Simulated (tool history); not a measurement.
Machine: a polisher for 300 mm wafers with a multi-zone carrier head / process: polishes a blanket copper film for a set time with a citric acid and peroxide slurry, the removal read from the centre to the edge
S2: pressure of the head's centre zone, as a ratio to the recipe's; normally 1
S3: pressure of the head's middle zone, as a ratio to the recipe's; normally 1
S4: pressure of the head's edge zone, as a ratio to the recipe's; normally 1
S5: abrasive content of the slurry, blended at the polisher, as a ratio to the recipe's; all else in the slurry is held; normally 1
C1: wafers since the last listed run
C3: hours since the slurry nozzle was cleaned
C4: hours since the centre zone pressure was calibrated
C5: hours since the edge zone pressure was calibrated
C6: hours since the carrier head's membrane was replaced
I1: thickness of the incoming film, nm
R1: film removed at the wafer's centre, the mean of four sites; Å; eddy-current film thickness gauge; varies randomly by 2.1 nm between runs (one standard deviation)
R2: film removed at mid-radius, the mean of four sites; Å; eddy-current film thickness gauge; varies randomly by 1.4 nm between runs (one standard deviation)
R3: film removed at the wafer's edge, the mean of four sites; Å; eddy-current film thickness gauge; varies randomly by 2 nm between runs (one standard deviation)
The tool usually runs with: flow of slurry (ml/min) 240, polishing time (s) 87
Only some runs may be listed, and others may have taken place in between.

run 1 hour=0 | flow_of_slurry_(ml/min)=240 S2=1 S3=1 S4=1 S5=1 polishing_time_(s)=87 | C1=0 wafers_polished_on_this_pad=847 C3=289.4 C4=360.4 C5=618.9 C6=559.5 | I1=710 | R1=1767 R2=1801 R3=1852
-- hour=13.5 carrier head's membrane replaced by a new one
run 2 hour=41.3 | flow_of_slurry_(ml/min)=240 S2=1 S3=1 S4=1 S5=1 polishing_time_(s)=87 | C1=383 wafers_polished_on_this_pad=1230 C3=330.7 C4=401.7 C5=660.2 C6=27.8 | I1=707.7 | R1=1702 R2=1833 R3=1868
run 3 hour=66.8 | flow_of_slurry_(ml/min)=240 S2=0.94 S3=1 S4=1 S5=1 polishing_time_(s)=87 | C1=269 wafers_polished_on_this_pad=1500 C3=356.2 C4=427.2 C5=685.7 C6=53.3 | I1=700.4 | R1=1634 R2=1811 R3=1858
-- hour=133.1 worn pad replaced by a new one
run 4 hour=133.6 | flow_of_slurry_(ml/min)=240 S2=0.94 S3=1 S4=1 S5=1 polishing_time_(s)=87 | C1=663 wafers_polished_on_this_pad=5 C3=423 C4=494 C5=752.5 C6=120.1 | I1=699.2 | R1=1610 R2=1805 R3=1817
-- hour=175.2 centre zone pressure recalibrated
run 5 hour=194 | flow_of_slurry_(ml/min)=240 S2=0.93 S3=1 S4=1 S5=1 polishing_time_(s)=87 | C1=617 wafers_polished_on_this_pad=622 C3=483.4 C4=18.8 C5=812.9 C6=180.5 | I1=694.3 | R1=1709 R2=1802 R3=1882
-- hour=240.3 edge zone pressure recalibrated
-- hour=301.4 slurry nozzle cleaned
-- hour=340 worn pad replaced by a new one
run 6 hour=391.9 | flow_of_slurry_(ml/min)=240 S2=1 S3=1 S4=1 S5=1 polishing_time_(s)=87 | C1=2017 wafers_polished_on_this_pad=548 C3=90.5 C4=216.7 C5=151.6 C6=378.4 | I1=694.1 | R1=1784 R2=1836 R3=1863
run 7 hour=451 | flow_of_slurry_(ml/min)=240 S2=1 S3=1 S4=1 S5=1 polishing_time_(s)=87 | C1=624 wafers_polished_on_this_pad=1172 C3=149.6 C4=275.8 C5=210.7 C6=437.5 | I1=694.4 | R1=1765 R2=1808 R3=1802
-- hour=460.2 carrier head's membrane replaced by a new one
run 8 hour=478.5 | flow_of_slurry_(ml/min)=240 S2=1 S3=1 S4=1 S5=1 polishing_time_(s)=87 | C1=237 wafers_polished_on_this_pad=1410 C3=177.1 C4=303.3 C5=238.2 C6=18.3 | I1=692 | R1=1760 R2=1791 R3=1819
run 9 hour=514.5 | flow_of_slurry_(ml/min)=240 S2=1 S3=1 S4=1 S5=1 polishing_time_(s)=87 | C1=380 wafers_polished_on_this_pad=1791 C3=213.1 C4=339.3 C5=274.2 C6=54.3 | I1=703 | R1=1713 R2=1801 R3=1861
run 10 hour=564.6 | flow_of_slurry_(ml/min)=240 S2=1 S3=1 S4=1 S5=1 polishing_time_(s)=98 | C1=529 wafers_polished_on_this_pad=2320 C3=263.2 C4=389.4 C5=324.3 C6=104.4 | I1=696.6 | R1=1961 R2=2038 R3=2031
-- hour=584.3 centre zone pressure recalibrated
-- hour=596.1 worn pad replaced by a new one
run 11 hour=635 | flow_of_slurry_(ml/min)=240 S2=1 S3=0.95 S4=1.03 S5=0.8 polishing_time_(s)=87 | C1=680 wafers_polished_on_this_pad=410 C3=333.6 C4=50.7 C5=394.7 C6=174.8 | I1=708.5 | R1=1711 R2=1649 R3=1782
run 12 hour=662.9 | flow_of_slurry_(ml/min)=240 S2=1.07 S3=1.1 S4=1.04 S5=1 polishing_time_(s)=113 | C1=294 wafers_polished_on_this_pad=705 C3=361.5 C4=78.6 C5=422.6 C6=202.7 | I1=701.2 | R1=2504 R2=2524 R3=2438
run 13 hour=688.6 | flow_of_slurry_(ml/min)=240 S2=0.88 S3=1.03 S4=1 S5=0.8 polishing_time_(s)=87 | C1=271 wafers_polished_on_this_pad=976 C3=387.2 C4=104.3 C5=448.3 C6=228.4 | I1=696.7 | R1=1544 R2=1792 R3=1772
run 14 hour=716.6 | flow_of_slurry_(ml/min)=240 S2=1 S3=1 S4=1 S5=1 polishing_time_(s)=87 | C1=295 wafers_polished_on_this_pad=1272 C3=415.2 C4=132.3 C5=476.3 C6=256.4 | I1=701.3 | R1=1744 R2=1825 R3=1836
run 15 hour=814.7 | flow_of_slurry_(ml/min)=240 S2=1 S3=1 S4=0.91 S5=1 polishing_time_(s)=75 | C1=1036 wafers_polished_on_this_pad=2309 C3=513.3 C4=230.4 C5=574.4 C6=354.5 | I1=691.4 | R1=1496 R2=1553 R3=1493
-- hour=845.6 worn pad replaced by a new one
run 16 hour=852 | flow_of_slurry_(ml/min)=240 S2=1 S3=1 S4=1 S5=1 polishing_time_(s)=87 | C1=351 wafers_polished_on_this_pad=67 C3=550.6 C4=267.7 C5=611.7 C6=391.8 | I1=703.4 | R1=1725 R2=1794 R3=1799
-- hour=853.9 slurry nozzle cleaned
-- hour=892.3 carrier head's membrane replaced by a new one
run 17 hour=901.8 | flow_of_slurry_(ml/min)=305 S2=1 S3=1 S4=1 S5=1.25 polishing_time_(s)=87 | C1=462 wafers_polished_on_this_pad=530 C3=47.9 C4=317.5 C5=661.5 C6=9.5 | I1=705.1 | R1=1864 R2=1961 R3=1955
run 18 hour=955.5 | flow_of_slurry_(ml/min)=240 S2=1 S3=1 S4=1 S5=1 polishing_time_(s)=87 | C1=567 wafers_polished_on_this_pad=1097 C3=101.6 C4=371.2 C5=715.2 C6=63.2 | I1=702.2 | R1=1709 R2=1820 R3=1869
run 19 hour=1003 | flow_of_slurry_(ml/min)=265 S2=1 S3=0.93 S4=1 S5=1 polishing_time_(s)=72 | C1=501 wafers_polished_on_this_pad=1599 C3=149.1 C4=418.7 C5=762.7 C6=110.7 | I1=702 | R1=1431 R2=1427 R3=1538
-- hour=1024.8 edge zone pressure recalibrated
run 20 hour=1045.7 | flow_of_slurry_(ml/min)=240 S2=1 S3=1 S4=1 S5=1 polishing_time_(s)=87 | C1=430 wafers_polished_on_this_pad=2029 C3=191.8 C4=461.4 C5=20.9 C6=153.4 | I1=701.3 | R1=1701 R2=1823 R3=1857

Forecast each of these 5 alternatives for the next run:
run A hour=1046.2 | flow_of_slurry_(ml/min)=240 S2=1 S3=1 S4=1.08 S5=1 polishing_time_(s)=87 | C1=5 wafers_polished_on_this_pad=2034 C3=192.3 C4=461.9 C5=21.4 C6=153.9 | I1=697.1 | R1=? R2=? R3=?
run B hour=1046.2 | flow_of_slurry_(ml/min)=240 S2=0.95 S3=1.1 S4=1 S5=1 polishing_time_(s)=87 | C1=5 wafers_polished_on_this_pad=2034 C3=192.3 C4=461.9 C5=21.4 C6=153.9 | I1=697.1 | R1=? R2=? R3=?
run C hour=1046.2 | flow_of_slurry_(ml/min)=240 S2=0.96 S3=1 S4=1 S5=1 polishing_time_(s)=87 | C1=5 wafers_polished_on_this_pad=2034 C3=192.3 C4=461.9 C5=21.4 C6=153.9 | I1=697.1 | R1=? R2=? R3=?
run D hour=1046.2 | flow_of_slurry_(ml/min)=270 S2=1 S3=0.95 S4=1 S5=0.9 polishing_time_(s)=87 | C1=5 wafers_polished_on_this_pad=2034 C3=192.3 C4=461.9 C5=21.4 C6=153.9 | I1=697.1 | R1=? R2=? R3=?
run E hour=1046.2 | flow_of_slurry_(ml/min)=240 S2=1 S3=1.08 S4=1.06 S5=1 polishing_time_(s)=102 | C1=5 wafers_polished_on_this_pad=2034 C3=192.3 C4=461.9 C5=21.4 C6=153.9 | I1=697.1 | R1=? R2=? R3=?

run=A R1=1693 R2=1798 R3=1934
run=B R1=1622 R2=1938 R3=1859
run=C R1=1635 R2=1799 R3=1862
run=D R1=1684 R2=1717 R3=1844
run=E R1=1986 R2=2239 R3=2244
What these runs would have given with no unlogged condition in the tool:
run=A R1=1846 R2=1797 R3=1934
run=B R1=1769 R2=1937 R3=1859
run=C R1=1784 R2=1798 R3=1862
run=D R1=1836 R2=1716 R3=1844
run=E R1=2166 R2=2238 R3=2244
